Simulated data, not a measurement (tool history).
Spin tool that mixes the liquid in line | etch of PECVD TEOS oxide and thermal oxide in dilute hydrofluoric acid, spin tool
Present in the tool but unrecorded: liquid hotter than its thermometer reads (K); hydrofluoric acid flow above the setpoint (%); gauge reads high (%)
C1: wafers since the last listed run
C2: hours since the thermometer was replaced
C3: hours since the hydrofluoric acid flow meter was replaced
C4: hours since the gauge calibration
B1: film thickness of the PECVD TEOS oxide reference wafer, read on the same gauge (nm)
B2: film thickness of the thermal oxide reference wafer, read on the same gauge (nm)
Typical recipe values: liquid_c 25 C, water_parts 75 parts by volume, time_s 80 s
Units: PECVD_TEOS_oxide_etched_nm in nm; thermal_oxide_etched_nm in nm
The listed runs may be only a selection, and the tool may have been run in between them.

run 1 day=0 | liquid_c=25 water_parts=75 time_s=105 | C1=0 C2=1642.7 C3=823.5 C4=1655.8 | B1=140 B2=40.01 | PECVD_TEOS_oxide_etched_nm=31.15 thermal_oxide_etched_nm=8.71
run 2 day=2.358 | liquid_c=25 water_parts=75 time_s=80 | C1=598 C2=1699.3 C3=880.1 C4=1712.4 | B1=139.98 B2=40 | PECVD_TEOS_oxide_etched_nm=23.68 thermal_oxide_etched_nm=6.65
-- day=3.771 gauge calibrated
-- day=5.592 thermometer replaced
run 3 day=6.704 | liquid_c=25 water_parts=75 time_s=80 | C1=1091 C2=26.7 C3=984.4 C4=70.4 | B1=139.98 B2=40.01 | PECVD_TEOS_oxide_etched_nm=23.03 thermal_oxide_etched_nm=6.48
run 4 day=10.088 | liquid_c=25 water_parts=75 time_s=80 | C1=857 C2=107.9 C3=1065.6 C4=151.6 | B1=139.97 B2=39.99 | PECVD_TEOS_oxide_etched_nm=23.09 thermal_oxide_etched_nm=6.43
run 5 day=12.633 | liquid_c=25 water_parts=75 time_s=80 | C1=645 C2=169 C3=1126.7 C4=212.7 | B1=139.95 B2=39.98 | PECVD_TEOS_oxide_etched_nm=23.62 thermal_oxide_etched_nm=6.52
run 6 day=16.004 | liquid_c=25 water_parts=85 time_s=80 | C1=854 C2=249.9 C3=1207.6 C4=293.6 | B1=140.05 B2=40 | PECVD_TEOS_oxide_etched_nm=20.24 thermal_oxide_etched_nm=5.63
run 7 day=18.433 | liquid_c=25 water_parts=85 time_s=80 | C1=616 C2=308.2 C3=1265.9 C4=351.9 | B1=139.99 B2=39.96 | PECVD_TEOS_oxide_etched_nm=20.58 thermal_oxide_etched_nm=5.68
-- day=20.671 hydrofluoric acid flow meter replaced
run 8 day=22.079 | liquid_c=25 water_parts=75 time_s=80 | C1=913 C2=395.7 C3=33.8 C4=439.4 | B1=140.02 B2=39.99 | PECVD_TEOS_oxide_etched_nm=22.42 thermal_oxide_etched_nm=6.19
run 9 day=25.808 | liquid_c=29 water_parts=75 time_s=110 | C1=945 C2=485.2 C3=123.3 C4=528.9 | B1=139.99 B2=39.99 | PECVD_TEOS_oxide_etched_nm=35.76 thermal_oxide_etched_nm=9.87
run 10 day=27.488 | liquid_c=26.5 water_parts=90 time_s=80 | C1=425 C2=525.5 C3=163.6 C4=569.2 | B1=140 B2=39.99 | PECVD_TEOS_oxide_etched_nm=19.57 thermal_oxide_etched_nm=5.41
run 11 day=30.629 | liquid_c=21 water_parts=100 time_s=80 | C1=796 C2=600.9 C3=239 C4=644.6 | B1=139.96 B2=40.01 | PECVD_TEOS_oxide_etched_nm=14.03 thermal_oxide_etched_nm=3.89
run 12 day=34.004 | liquid_c=25 water_parts=75 time_s=80 | C1=855 C2=681.9 C3=320 C4=725.6 | B1=140 B2=40 | PECVD_TEOS_oxide_etched_nm=22.32 thermal_oxide_etched_nm=6.32
run 13 day=37.488 | liquid_c=27.5 water_parts=75 time_s=80 | C1=883 C2=765.5 C3=403.6 C4=809.2 | B1=140.01 B2=40.01 | PECVD_TEOS_oxide_etched_nm=25.13 thermal_oxide_etched_nm=7
run 14 day=40.279 | liquid_c=25 water_parts=75 time_s=60 | C1=707 C2=832.5 C3=470.6 C4=876.2 | B1=139.98 B2=40.01 | PECVD_TEOS_oxide_etched_nm=17.21 thermal_oxide_etched_nm=4.74
run 15 day=41.996 | liquid_c=23 water_parts=100 time_s=80 | C1=435 C2=873.7 C3=511.8 C4=917.4 | B1=139.99 B2=39.99 | PECVD_TEOS_oxide_etched_nm=15.32 thermal_oxide_etched_nm=4.27
run 16 day=44.646 | liquid_c=25 water_parts=75 time_s=80 | C1=672 C2=937.3 C3=575.4 C4=981 | B1=139.97 B2=39.98 | PECVD_TEOS_oxide_etched_nm=23.23 thermal_oxide_etched_nm=6.38
run 17 day=46.475 | liquid_c=28 water_parts=50 time_s=40 | C1=463 C2=981.2 C3=619.3 C4=1024.9 | B1=140.02 B2=40 | PECVD_TEOS_oxide_etched_nm=19.85 thermal_oxide_etched_nm=5.62
run 18 day=49.192 | liquid_c=23 water_parts=110 time_s=95 | C1=688 C2=1046.4 C3=684.5 C4=1090.1 | B1=140.01 B2=40.03 | PECVD_TEOS_oxide_etched_nm=16.46 thermal_oxide_etched_nm=4.58
run 19 day=51.088 | liquid_c=25 water_parts=75 time_s=80 | C1=480 C2=1091.9 C3=730 C4=1135.6 | B1=140.02 B2=39.99 | PECVD_TEOS_oxide_etched_nm=23.56 thermal_oxide_etched_nm=6.5
run 20 day=53.696 | liquid_c=23.5 water_parts=100 time_s=60 | C1=661 C2=1154.5 C3=792.6 C4=1198.2 | B1=139.98 B2=39.97 | PECVD_TEOS_oxide_etched_nm=11.98 thermal_oxide_etched_nm=3.31
run 21 day=55.788 | liquid_c=25 water_parts=75 time_s=65 | C1=530 C2=1204.7 C3=842.8 C4=1248.4 | B1=140.02 B2=39.99 | PECVD_TEOS_oxide_etched_nm=19 thermal_oxide_etched_nm=5.29
run 22 day=59.638 | liquid_c=25 water_parts=85 time_s=80 | C1=976 C2=1297.1 C3=935.2 C4=1340.8 | B1=140.01 B2=40 | PECVD_TEOS_oxide_etched_nm=20.36 thermal_oxide_etched_nm=5.73
run 23 day=63.933 | liquid_c=25 water_parts=75 time_s=45 | C1=1089 C2=1400.2 C3=1038.3 C4=1443.9 | B1=139.98 B2=40.02 | PECVD_TEOS_oxide_etched_nm=13.24 thermal_oxide_etched_nm=3.66
-- day=67.533 hydrofluoric acid flow meter replaced
run 24 day=67.571 | liquid_c=28.5 water_parts=100 time_s=95 | C1=911 C2=1487.5 C3=0.9 C4=1531.2 | B1=139.99 B2=40.01 | PECVD_TEOS_oxide_etched_nm=22.1 thermal_oxide_etched_nm=6.23
-- day=68.267 gauge calibrated
run 25 day=71.662 | liquid_c=25 water_parts=95 time_s=100 | C1=1037 C2=1585.7 C3=99.1 C4=81.5 | B1=139.96 B2=40.01 | PECVD_TEOS_oxide_etched_nm=21.77 thermal_oxide_etched_nm=6.16
run 26 day=73.254 | liquid_c=28.5 water_parts=100 time_s=95 | C1=403 C2=1623.9 C3=137.3 C4=119.7 | B1=140.01 B2=39.99 | PECVD_TEOS_oxide_etched_nm=22.35 thermal_oxide_etched_nm=6.21

Below are 4 alternative next runs, each starting from the tool's condition after run 26. Predict each:
run A day=73.271 | liquid_c=25 water_parts=75 time_s=80 | C1=4 C2=1624.3 C3=137.7 C4=120.1 | B1=? B2=? | PECVD_TEOS_oxide_etched_nm=? thermal_oxide_etched_nm=?
run B day=73.271 | liquid_c=29 water_parts=50 time_s=65 | C1=4 C2=1624.3 C3=137.7 C4=120.1 | B1=? B2=? | PECVD_TEOS_oxide_etched_nm=? thermal_oxide_etched_nm=?
run C day=73.271 | liquid_c=25 water_parts=75 time_s=100 | C1=4 C2=1624.3 C3=137.7 C4=120.1 | B1=? B2=? | PECVD_TEOS_oxide_etched_nm=? thermal_oxide_etched_nm=?
run D day=73.271 | liquid_c=28.5 water_parts=75 time_s=80 | C1=4 C2=1624.3 C3=137.7 C4=120.1 | B1=? B2=? | PECVD_TEOS_oxide_etched_nm=? thermal_oxide_etched_nm=?

run=A B1=140.05 B2=40.01 PECVD_TEOS_oxide_etched_nm=22.72 thermal_oxide_etched_nm=6.36
run=B B1=140.05 B2=40.01 PECVD_TEOS_oxide_etched_nm=33.6 thermal_oxide_etched_nm=9.41
run=C B1=140.05 B2=40.01 PECVD_TEOS_oxide_etched_nm=28.4 thermal_oxide_etched_nm=7.95
run=D B1=140.05 B2=40.01 PECVD_TEOS_oxide_etched_nm=26.06 thermal_oxide_etched_nm=7.3
Without the tool's unlogged condition, the same runs would have read:
run=A PECVD_TEOS_oxide_etched_nm=21.9 thermal_oxide_etched_nm=6.13
run=B PECVD_TEOS_oxide_etched_nm=32.4 thermal_oxide_etched_nm=9.07
run=C PECVD_TEOS_oxide_etched_nm=27.37 thermal_oxide_etched_nm=7.66
run=D PECVD_TEOS_oxide_etched_nm=25.14 thermal_oxide_etched_nm=7.04
